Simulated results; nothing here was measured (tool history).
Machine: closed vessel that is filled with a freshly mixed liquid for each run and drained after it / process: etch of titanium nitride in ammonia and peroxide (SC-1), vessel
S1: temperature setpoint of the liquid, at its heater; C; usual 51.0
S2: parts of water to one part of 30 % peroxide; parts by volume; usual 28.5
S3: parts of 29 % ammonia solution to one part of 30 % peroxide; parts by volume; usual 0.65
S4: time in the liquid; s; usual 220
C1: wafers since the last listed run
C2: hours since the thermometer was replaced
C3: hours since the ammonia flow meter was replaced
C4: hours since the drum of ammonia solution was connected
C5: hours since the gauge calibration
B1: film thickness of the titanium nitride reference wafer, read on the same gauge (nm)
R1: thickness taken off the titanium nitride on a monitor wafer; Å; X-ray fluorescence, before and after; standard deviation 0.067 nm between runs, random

{"run": 1, "hour": 0.0, "S1": 51.0, "S2": 28.5, "S3": 0.65, "S4": 220, "C1": 0, "C2": 1828.8, "C3": 1543.1, "C4": 368.5, "C5": 577.5, "B1": 69.99, "R1": 56.9}
{"run": 2, "hour": 65.6, "S1": 51.0, "S2": 28.5, "S3": 0.65, "S4": 220, "C1": 4216, "C2": 1894.4, "C3": 1608.7, "C4": 434.1, "C5": 643.1, "B1": 69.98, "R1": 56.7}
{"run": 3, "hour": 93.9, "S1": 51.0, "S2": 28.5, "S3": 0.65, "S4": 220, "C1": 1818, "C2": 1922.7, "C3": 1637.0, "C4": 462.4, "C5": 671.4, "B1": 70.0, "R1": 56.0}
{"run": 4, "hour": 146.2, "S1": 51.0, "S2": 28.5, "S3": 0.5, "S4": 220, "C1": 3361, "C2": 1975.0, "C3": 1689.3, "C4": 514.7, "C5": 723.7, "B1": 70.0, "R1": 53.0}
{"run": 5, "hour": 205.5, "S1": 51.0, "S2": 28.5, "S3": 0.5, "S4": 220, "C1": 3811, "C2": 2034.3, "C3": 1748.6, "C4": 574.0, "C5": 783.0, "B1": 70.01, "R1": 52.9}
{"hour": 267.6, "done": "new drum of ammonia solution connected"}
{"run": 6, "hour": 272.5, "S1": 51.0, "S2": 28.5, "S3": 0.5, "S4": 220, "C1": 4241, "C2": 2101.3, "C3": 1815.6, "C4": 4.9, "C5": 850.0, "B1": 70.01, "R1": 53.0}
{"run": 7, "hour": 305.6, "S1": 51.0, "S2": 28.5, "S3": 0.65, "S4": 220, "C1": 2127, "C2": 2134.4, "C3": 1848.7, "C4": 38.0, "C5": 883.1, "B1": 70.02, "R1": 55.3}
{"run": 8, "hour": 368.5, "S1": 51.0, "S2": 28.5, "S3": 0.65, "S4": 160, "C1": 4042, "C2": 2197.3, "C3": 1911.6, "C4": 100.9, "C5": 946.0, "B1": 70.01, "R1": 40.6}
{"run": 9, "hour": 428.3, "S1": 51.0, "S2": 28.5, "S3": 0.65, "S4": 220, "C1": 3843, "C2": 2257.1, "C3": 1971.4, "C4": 160.7, "C5": 1005.8, "B1": 70.0, "R1": 55.8}
{"hour": 466.3, "done": "thermometer replaced"}
{"run": 10, "hour": 494.8, "S1": 54.5, "S2": 20.0, "S3": 0.45, "S4": 285, "C1": 4209, "C2": 28.5, "C3": 2037.9, "C4": 227.2, "C5": 1072.3, "B1": 70.0, "R1": 121.0}
{"hour": 585.0, "done": "gauge calibrated"}
{"hour": 656.4, "done": "ammonia flow meter replaced"}
{"run": 11, "hour": 662.9, "S1": 45.0, "S2": 32.5, "S3": 0.75, "S4": 125, "C1": 10739, "C2": 196.6, "C3": 6.5, "C4": 395.3, "C5": 77.9, "B1": 69.99, "R1": 22.7}
{"run": 12, "hour": 707.8, "S1": 51.0, "S2": 28.5, "S3": 0.65, "S4": 295, "C1": 2885, "C2": 241.5, "C3": 51.4, "C4": 440.2, "C5": 122.8, "B1": 70.01, "R1": 84.4}
{"hour": 863.4, "done": "new drum of ammonia solution connected"}
{"run": 13, "hour": 877.0, "S1": 51.0, "S2": 36.5, "S3": 0.65, "S4": 300, "C1": 10810, "C2": 410.7, "C3": 220.6, "C4": 13.6, "C5": 292.0, "B1": 69.99, "R1": 73.0}
{"run": 14, "hour": 911.6, "S1": 51.0, "S2": 28.5, "S3": 0.65, "S4": 220, "C1": 2223, "C2": 445.3, "C3": 255.2, "C4": 48.2, "C5": 326.6, "B1": 70.02, "R1": 62.6}
{"run": 15, "hour": 969.7, "S1": 51.0, "S2": 28.5, "S3": 0.65, "S4": 220, "C1": 3734, "C2": 503.4, "C3": 313.3, "C4": 106.3, "C5": 384.7, "B1": 69.99, "R1": 62.1}
{"run": 16, "hour": 1032.4, "S1": 51.0, "S2": 35.0, "S3": 0.55, "S4": 220, "C1": 4029, "C2": 566.1, "C3": 376.0, "C4": 169.0, "C5": 447.4, "B1": 70.01, "R1": 53.7}
{"run": 17, "hour": 1089.2, "S1": 54.0, "S2": 28.5, "S3": 0.55, "S4": 310, "C1": 3650, "C2": 622.9, "C3": 432.8, "C4": 225.8, "C5": 504.2, "B1": 70.0, "R1": 103.5}

Hidden state or all else? Some run-to-run changes of R1, split into what the settings, what came in and random variation would give without the hidden state, and what is left for the hidden state (with any gauge scatter that isn't in both results):
Unlogged tool condition in this case: liquid colder than its thermometer reads (K); ammonia flow below the setpoint (%); ammonia solution weaker than its label (%); gauge reads high (%).
Run 9 -> 10: S1 51.0 -> 54.5, S2 28.5 -> 20.0, S3 0.65 -> 0.45, S4 220 -> 285, thermometer replaced. R1 +65.2 Å: hidden state +8.1, all else +57.1.
Run 10 -> 11: S1 54.5 -> 45.0, S2 20.0 -> 32.5, S3 0.45 -> 0.75, S4 285 -> 125, gauge calibrated, ammonia flow meter replaced. R1 -98.3 Å: hidden state +2.6, all else -100.9.
